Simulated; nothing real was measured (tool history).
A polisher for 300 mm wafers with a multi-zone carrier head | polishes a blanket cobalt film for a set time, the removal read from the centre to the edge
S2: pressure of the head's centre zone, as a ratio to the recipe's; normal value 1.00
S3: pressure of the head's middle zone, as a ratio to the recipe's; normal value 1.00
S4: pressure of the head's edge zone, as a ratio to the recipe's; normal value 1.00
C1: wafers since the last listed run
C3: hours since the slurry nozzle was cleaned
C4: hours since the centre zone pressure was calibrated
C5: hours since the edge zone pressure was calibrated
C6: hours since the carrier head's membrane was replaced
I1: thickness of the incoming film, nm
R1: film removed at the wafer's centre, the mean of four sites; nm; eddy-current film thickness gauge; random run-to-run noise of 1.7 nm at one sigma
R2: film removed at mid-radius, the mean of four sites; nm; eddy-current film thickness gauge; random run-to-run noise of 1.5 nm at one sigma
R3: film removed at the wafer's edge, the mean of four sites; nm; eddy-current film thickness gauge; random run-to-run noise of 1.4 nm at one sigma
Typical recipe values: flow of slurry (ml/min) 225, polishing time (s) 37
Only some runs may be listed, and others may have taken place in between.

{"run": 1, "hour": 0.0, "flow of slurry (ml/min)": 225, "S2": 1.0, "S3": 1.0, "S4": 1.0, "polishing time (s)": 37, "C1": 0, "wafers polished on this pad": 1219, "C3": 682.6, "C4": 525.1, "C5": 211.1, "C6": 695.7, "I1": 758.8, "R1": 115.1, "R2": 113.6, "R3": 115.1}
{"run": 2, "hour": 17.2, "flow of slurry (ml/min)": 225, "S2": 1.0, "S3": 1.0, "S4": 1.0, "polishing time (s)": 37, "C1": 293, "wafers polished on this pad": 1512, "C3": 699.8, "C4": 542.3, "C5": 228.3, "C6": 712.9, "I1": 762.5, "R1": 116.6, "R2": 112.6, "R3": 114.1}
{"run": 3, "hour": 31.1, "flow of slurry (ml/min)": 225, "S2": 1.0, "S3": 1.0, "S4": 1.0, "polishing time (s)": 37, "C1": 237, "wafers polished on this pad": 1750, "C3": 713.7, "C4": 556.2, "C5": 242.2, "C6": 726.8, "I1": 753.7, "R1": 115.9, "R2": 110.0, "R3": 114.0}
{"hour": 37.0, "done": "worn pad replaced by a new one"}
{"hour": 45.5, "done": "carrier head's membrane replaced by a new one"}
{"run": 4, "hour": 46.0, "flow of slurry (ml/min)": 170, "S2": 1.0, "S3": 1.0, "S4": 0.91, "polishing time (s)": 37, "C1": 100, "wafers polished on this pad": 68, "C3": 728.6, "C4": 571.1, "C5": 257.1, "C6": 0.5, "I1": 769.0, "R1": 112.9, "R2": 110.8, "R3": 106.7}
{"run": 5, "hour": 59.6, "flow of slurry (ml/min)": 225, "S2": 1.0, "S3": 1.0, "S4": 1.09, "polishing time (s)": 37, "C1": 232, "wafers polished on this pad": 300, "C3": 742.2, "C4": 584.7, "C5": 270.7, "C6": 14.1, "I1": 765.0, "R1": 119.4, "R2": 113.4, "R3": 115.8}
{"hour": 63.1, "done": "edge zone pressure recalibrated"}
{"run": 6, "hour": 74.2, "flow of slurry (ml/min)": 225, "S2": 1.0, "S3": 1.0, "S4": 1.0, "polishing time (s)": 37, "C1": 215, "wafers polished on this pad": 515, "C3": 756.8, "C4": 599.3, "C5": 11.1, "C6": 28.7, "I1": 757.6, "R1": 118.0, "R2": 113.2, "R3": 115.2}
{"run": 7, "hour": 86.8, "flow of slurry (ml/min)": 225, "S2": 0.94, "S3": 1.04, "S4": 1.07, "polishing time (s)": 37, "C1": 215, "wafers polished on this pad": 730, "C3": 769.4, "C4": 611.9, "C5": 23.7, "C6": 41.3, "I1": 761.5, "R1": 110.9, "R2": 117.9, "R3": 115.3}
{"run": 8, "hour": 98.2, "flow of slurry (ml/min)": 300, "S2": 1.07, "S3": 0.9, "S4": 1.0, "polishing time (s)": 31, "C1": 194, "wafers polished on this pad": 925, "C3": 780.8, "C4": 623.3, "C5": 35.1, "C6": 52.7, "I1": 745.5, "R1": 108.8, "R2": 90.1, "R3": 98.7}
{"hour": 102.7, "done": "slurry nozzle cleaned"}
{"run": 9, "hour": 110.1, "flow of slurry (ml/min)": 195, "S2": 1.0, "S3": 1.08, "S4": 1.05, "polishing time (s)": 37, "C1": 186, "wafers polished on this pad": 1111, "C3": 7.4, "C4": 635.2, "C5": 47.0, "C6": 64.6, "I1": 756.3, "R1": 114.3, "R2": 121.2, "R3": 113.6}
{"hour": 120.7, "done": "worn pad replaced by a new one"}
{"run": 10, "hour": 148.5, "flow of slurry (ml/min)": 225, "S2": 1.05, "S3": 1.0, "S4": 0.92, "polishing time (s)": 37, "C1": 587, "wafers polished on this pad": 474, "C3": 45.8, "C4": 673.6, "C5": 85.4, "C6": 103.0, "I1": 761.7, "R1": 119.8, "R2": 116.9, "R3": 108.5}
{"run": 11, "hour": 158.0, "flow of slurry (ml/min)": 160, "S2": 1.0, "S3": 0.97, "S4": 0.9, "polishing time (s)": 47, "C1": 162, "wafers polished on this pad": 636, "C3": 55.3, "C4": 683.1, "C5": 94.9, "C6": 112.5, "I1": 766.3, "R1": 144.6, "R2": 136.5, "R3": 129.0}
{"run": 12, "hour": 167.5, "flow of slurry (ml/min)": 225, "S2": 0.9, "S3": 1.0, "S4": 1.0, "polishing time (s)": 45, "C1": 162, "wafers polished on this pad": 798, "C3": 64.8, "C4": 692.6, "C5": 104.4, "C6": 122.0, "I1": 759.0, "R1": 126.5, "R2": 138.9, "R3": 137.5}
{"run": 13, "hour": 178.0, "flow of slurry (ml/min)": 190, "S2": 1.0, "S3": 1.0, "S4": 1.0, "polishing time (s)": 44, "C1": 179, "wafers polished on this pad": 978, "C3": 75.3, "C4": 703.1, "C5": 114.9, "C6": 132.5, "I1": 752.6, "R1": 136.1, "R2": 131.9, "R3": 132.9}
{"run": 14, "hour": 191.2, "flow of slurry (ml/min)": 225, "S2": 1.0, "S3": 1.0, "S4": 1.0, "polishing time (s)": 37, "C1": 225, "wafers polished on this pad": 1203, "C3": 88.5, "C4": 716.3, "C5": 128.1, "C6": 145.7, "I1": 756.5, "R1": 115.5, "R2": 116.0, "R3": 114.8}
{"hour": 195.9, "done": "centre zone pressure recalibrated"}
{"hour": 210.0, "done": "worn pad replaced by a new one"}
{"run": 15, "hour": 210.5, "flow of slurry (ml/min)": 170, "S2": 1.0, "S3": 0.92, "S4": 1.03, "polishing time (s)": 37, "C1": 227, "wafers polished on this pad": 7, "C3": 107.8, "C4": 14.6, "C5": 147.4, "C6": 165.0, "I1": 769.8, "R1": 110.4, "R2": 103.5, "R3": 111.0}
{"run": 16, "hour": 224.8, "flow of slurry (ml/min)": 225, "S2": 0.93, "S3": 1.0, "S4": 1.09, "polishing time (s)": 37, "C1": 244, "wafers polished on this pad": 251, "C3": 122.1, "C4": 28.9, "C5": 161.7, "C6": 179.3, "I1": 744.8, "R1": 107.6, "R2": 116.2, "R3": 117.8}
{"run": 17, "hour": 239.9, "flow of slurry (ml/min)": 170, "S2": 1.0, "S3": 1.0, "S4": 1.0, "polishing time (s)": 37, "C1": 257, "wafers polished on this pad": 509, "C3": 137.2, "C4": 44.0, "C5": 176.8, "C6": 194.4, "I1": 765.3, "R1": 109.6, "R2": 112.8, "R3": 111.6}
{"run": 18, "hour": 250.7, "flow of slurry (ml/min)": 225, "S2": 0.88, "S3": 1.0, "S4": 0.97, "polishing time (s)": 37, "C1": 184, "wafers polished on this pad": 694, "C3": 148.0, "C4": 54.8, "C5": 187.6, "C6": 205.2, "I1": 771.8, "R1": 105.2, "R2": 112.9, "R3": 111.3}
{"run": 19, "hour": 259.5, "flow of slurry (ml/min)": 295, "S2": 1.0, "S3": 1.0, "S4": 0.88, "polishing time (s)": 37, "C1": 150, "wafers polished on this pad": 844, "C3": 156.8, "C4": 63.6, "C5": 196.4, "C6": 214.0, "I1": 762.0, "R1": 119.8, "R2": 114.1, "R3": 108.9}
{"run": 20, "hour": 276.5, "flow of slurry (ml/min)": 290, "S2": 1.0, "S3": 0.95, "S4": 1.05, "polishing time (s)": 47, "C1": 290, "wafers polished on this pad": 1134, "C3": 173.8, "C4": 80.6, "C5": 213.4, "C6": 231.0, "I1": 759.0, "R1": 153.5, "R2": 144.0, "R3": 151.0}
{"run": 21, "hour": 290.2, "flow of slurry (ml/min)": 185, "S2": 0.89, "S3": 1.0, "S4": 0.93, "polishing time (s)": 37, "C1": 233, "wafers polished on this pad": 1368, "C3": 187.5, "C4": 94.3, "C5": 227.1, "C6": 244.7, "I1": 760.8, "R1": 101.9, "R2": 113.3, "R3": 109.3}
{"run": 22, "hour": 298.4, "flow of slurry (ml/min)": 225, "S2": 0.89, "S3": 1.05, "S4": 1.0, "polishing time (s)": 32, "C1": 140, "wafers polished on this pad": 1508, "C3": 195.7, "C4": 102.5, "C5": 235.3, "C6": 252.9, "I1": 764.6, "R1": 93.8, "R2": 104.3, "R3": 94.5}
{"hour": 308.4, "done": "worn pad replaced by a new one"}
{"run": 23, "hour": 308.9, "flow of slurry (ml/min)": 195, "S2": 1.0, "S3": 1.08, "S4": 1.05, "polishing time (s)": 37, "C1": 110, "wafers polished on this pad": 8, "C3": 206.2, "C4": 113.0, "C5": 245.8, "C6": 263.4, "I1": 753.5, "R1": 117.5, "R2": 119.1, "R3": 112.4}

Each row is a separate what-if for the run after 23, all from the same tool condition, not one after another. Results?
{"run": "A", "hour": 309.3, "flow of slurry (ml/min)": 225, "S2": 1.0, "S3": 1.0, "S4": 0.92, "polishing time (s)": 37, "C1": 6, "wafers polished on this pad": 15, "C3": 206.6, "C4": 113.4, "C5": 246.2, "C6": 263.8, "I1": 754.5, "R1": "?", "R2": "?", "R3": "?"}
{"run": "B", "hour": 309.3, "flow of slurry (ml/min)": 225, "S2": 1.0, "S3": 1.0, "S4": 0.92, "polishing time (s)": 33, "C1": 6, "wafers polished on this pad": 15, "C3": 206.6, "C4": 113.4, "C5": 246.2, "C6": 263.8, "I1": 754.5, "R1": "?", "R2": "?", "R3": "?"}
{"run": "C", "hour": 309.3, "flow of slurry (ml/min)": 225, "S2": 1.0, "S3": 1.09, "S4": 0.9, "polishing time (s)": 37, "C1": 6, "wafers polished on this pad": 15, "C3": 206.6, "C4": 113.4, "C5": 246.2, "C6": 263.8, "I1": 754.5, "R1": "?", "R2": "?", "R3": "?"}

run=A R1=119.6 R2=113.5 R3=109.3
run=B R1=106.6 R2=101.2 R3=97.5
run=C R1=119.6 R2=122.1 R3=108.1
Stripped of hidden state, with their random variation kept, the same runs would have yielded:
run=A R1=119.6 R2=113.5 R3=109.3
run=B R1=106.6 R2=101.2 R3=97.5
run=C R1=119.6 R2=122.1 R3=108.1
